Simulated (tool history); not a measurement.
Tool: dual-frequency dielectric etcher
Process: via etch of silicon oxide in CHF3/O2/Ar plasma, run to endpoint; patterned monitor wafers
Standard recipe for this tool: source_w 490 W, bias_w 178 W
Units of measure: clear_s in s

run,hour,source_w,bias_w,"incoming incoming film thickness, nm",clear_s
1,0,490,178,436.2,260.1
2,30.4,490,178,436.9,258.6
3,86.7,490,178,437.4,258.3
4,111.7,490,178,438.4,259
# hour 160.6: wet clean of the chamber
5,161.1,490,178,438.8,277.1
# hour 340.4: source power generator calibrated
6,340.9,580,159,442.3,259.8
# hour 374.5: bias power generator calibrated
7,378.3,580,159,435.4,254.2
8,417.1,580,159,437.6,251.8
9,446.2,490,178,440.3,265.6
10,473.7,490,196,440.2,255
11,542.5,410,198,440.7,288.1
12,659.7,490,178,440.6,268.6
13,688.9,580,196,436.8,227.8
# hour 726.9: wet clean of the chamber
# hour 745.1: upper electrode replaced
14,745.6,490,178,435.2,266
15,788.9,490,178,441.3,270.5

What does the tool deliver on the next run?
16,829.9,490,149,438.1,?

{"run 16": {"clear_s": 292.7}}
Minus the tool's unlogged condition, the same run would have read clear_s 296.2 s.

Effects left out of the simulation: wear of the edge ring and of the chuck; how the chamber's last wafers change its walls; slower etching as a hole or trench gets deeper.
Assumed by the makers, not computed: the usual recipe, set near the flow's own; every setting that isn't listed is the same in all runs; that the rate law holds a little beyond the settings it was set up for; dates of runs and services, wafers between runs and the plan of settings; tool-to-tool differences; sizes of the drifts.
